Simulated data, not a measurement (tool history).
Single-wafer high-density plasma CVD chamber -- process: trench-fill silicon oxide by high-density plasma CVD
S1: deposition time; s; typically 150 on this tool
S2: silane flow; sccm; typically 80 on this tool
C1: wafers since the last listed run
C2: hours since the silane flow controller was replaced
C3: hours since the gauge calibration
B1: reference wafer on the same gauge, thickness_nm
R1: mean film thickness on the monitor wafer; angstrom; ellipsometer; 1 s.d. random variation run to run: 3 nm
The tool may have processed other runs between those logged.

Run 1, hour 0.0: usual settings but S2 86 sccm; C1 0; C2 1919.2; C3 1052.4; B1 999.543. Result: R1 13129.73 angstrom.
At hour 1.6: silane flow controller replaced.
Run 2, hour 183.8: usual settings but S2 86 sccm; C1 2071; C2 182.2; C3 1236.2; B1 1000.379. Result: R1 12902.87 angstrom.
Run 3, hour 268.1: usual settings but S2 86 sccm; C1 958; C2 266.5; C3 1320.5; B1 999.291. Result: R1 12917.48 angstrom.
Run 4, hour 352.9: usual settings but S2 83 sccm; C1 964; C2 351.3; C3 1405.3; B1 999.722. Result: R1 12515.28 angstrom.
Run 5, hour 392.1: usual settings but S2 83 sccm; C1 445; C2 390.5; C3 1444.5; B1 1000.291. Result: R1 12496.51 angstrom.
Run 6, hour 444.0: usual settings but S2 83 sccm; C1 590; C2 442.4; C3 1496.4; B1 999.442. Result: R1 12540.48 angstrom.
Run 7, hour 490.0: usual settings; C1 522; C2 488.4; C3 1542.4; B1 1000.261. Result: R1 12091.77 angstrom.
Run 8, hour 544.5: usual settings; C1 619; C2 542.9; C3 1596.9; B1 1000.236. Result: R1 12095.88 angstrom.
Run 9, hour 613.0: usual settings; C1 778; C2 611.4; C3 1665.4; B1 999.725. Result: R1 12108.47 angstrom.
Run 10, hour 654.7: usual settings; C1 474; C2 653.1; C3 1707.1; B1 1000.236. Result: R1 12090.92 angstrom.
Run 11, hour 703.0: usual settings; C1 549; C2 701.4; C3 1755.4; B1 1000.988. Result: R1 12148.94 angstrom.
Run 12, hour 799.5: usual settings but S1 172 s; C1 1097; C2 797.9; C3 1851.9; B1 999.927. Result: R1 13933.37 angstrom.
Run 13, hour 837.3: usual settings; C1 429; C2 835.7; C3 1889.7; B1 999.714. Result: R1 12093.59 angstrom.
Run 14, hour 888.2: usual settings; C1 578; C2 886.6; C3 1940.6; B1 1001.370. Result: R1 12177.03 angstrom.
At hour 898.8: gauge calibrated.
Run 15, hour 940.4: usual settings; C1 593; C2 938.8; C3 41.6; B1 999.426. Result: R1 12197.94 angstrom.
Run 16, hour 1043.2: usual settings but S1 127 s; C1 1168; C2 1041.6; C3 144.4; B1 999.771. Result: R1 10335.52 angstrom.
Run 17, hour 1131.9: usual settings; C1 1008; C2 1130.3; C3 233.1; B1 999.315. Result: R1 12229.54 angstrom.
Run 18, hour 1169.0: usual settings but S1 177 s, S2 85 sccm; C1 421; C2 1167.4; C3 270.2; B1 999.819. Result: R1 15258.40 angstrom.
Run 19, hour 1216.2: usual settings; C1 536; C2 1214.6; C3 317.4; B1 999.621. Result: R1 12195.38 angstrom.
Run 20, hour 1291.8: usual settings but S1 121 s, S2 84 sccm; C1 859; C2 1290.2; C3 393.0; B1 1000.111. Result: R1 10351.32 angstrom.
Run 21, hour 1396.0: usual settings but S1 172 s, S2 96 sccm; C1 1184; C2 1394.4; C3 497.2; B1 1001.131. Result: R1 16850.55 angstrom.
Run 22, hour 1487.0: usual settings but S2 74 sccm; C1 1034; C2 1485.4; C3 588.2; B1 999.175. Result: R1 11309.80 angstrom.
Run 23, hour 1568.6: usual settings but S1 125 s, S2 85 sccm; C1 927; C2 1567.0; C3 669.8; B1 1000.124. Result: R1 10808.18 angstrom.
At hour 1649.9: silane flow controller replaced.
Run 24, hour 1713.0: usual settings but S2 64 sccm; C1 1550; C2 63.1; C3 814.2; B1 999.458. Result: R1 9568.76 angstrom.
Run 25, hour 1755.7: usual settings; C1 485; C2 105.8; C3 856.9; B1 1000.015. Result: R1 11910.61 angstrom.
Run 26, hour 1804.8: usual settings but S1 175 s, S2 92 sccm; C1 558; C2 154.9; C3 906.0; B1 999.954. Result: R1 16069.68 angstrom.
Run 27, hour 1883.2: usual settings; C1 891; C2 233.3; C3 984.4; B1 1000.826. Result: R1 11979.46 angstrom.
Run 28, hour 1923.1: usual settings but S1 127 s, S2 92 sccm; C1 453; C2 273.2; C3 1024.3; B1 999.737. Result: R1 11686.33 angstrom.
Run 29, hour 1999.3: usual settings; C1 866; C2 349.4; C3 1100.5; B1 999.774. Result: R1 12045.25 angstrom.
Run 30, hour 2077.4: usual settings but S2 66 sccm; C1 887; C2 427.5; C3 1178.6; B1 1000.103. Result: R1 9960.23 angstrom.
Run 31, hour 2177.9: usual settings but S1 170 s, S2 88 sccm; C1 1142; C2 528.0; C3 1279.1; B1 1000.442. Result: R1 15031.75 angstrom.
Run 32, hour 2428.7: usual settings but S1 178 s; C1 2851; C2 778.8; C3 1529.9; B1 999.363. Result: R1 14404.15 angstrom.
Run 33, hour 2536.0: usual settings; C1 1219; C2 886.1; C3 1637.2; B1 1000.199. Result: R1 12106.84 angstrom.

5 ways to go on from here, each from the tool as it stands after run 33. What would each give?
Run A, hour 2536.4: usual settings; C1 4; C2 886.5; C3 1637.6; B1 ?. Result: R1 ?.
Run B, hour 2536.4: usual settings but S2 65 sccm; C1 4; C2 886.5; C3 1637.6; B1 ?. Result: R1 ?.
Run C, hour 2536.4: usual settings but S1 127 s, S2 74 sccm; C1 4; C2 886.5; C3 1637.6; B1 ?. Result: R1 ?.
Run D, hour 2536.4: usual settings but S1 131 s; C1 4; C2 886.5; C3 1637.6; B1 ?. Result: R1 ?.
Run E, hour 2536.4: usual settings but S1 163 s, S2 67 sccm; C1 4; C2 886.5; C3 1637.6; B1 ?. Result: R1 ?.

run        B1        R1
  A  1000.201  12174.63
  B  1000.201   9891.88
  C  1000.201   9534.76
  D  1000.201  10632.51
  E  1000.201  11079.92
Without the tool's hidden state the same runs would have given:
run        R1
  A  11923.05
  B   9687.47
  C   9337.73
  D  10412.79
  E  10850.96

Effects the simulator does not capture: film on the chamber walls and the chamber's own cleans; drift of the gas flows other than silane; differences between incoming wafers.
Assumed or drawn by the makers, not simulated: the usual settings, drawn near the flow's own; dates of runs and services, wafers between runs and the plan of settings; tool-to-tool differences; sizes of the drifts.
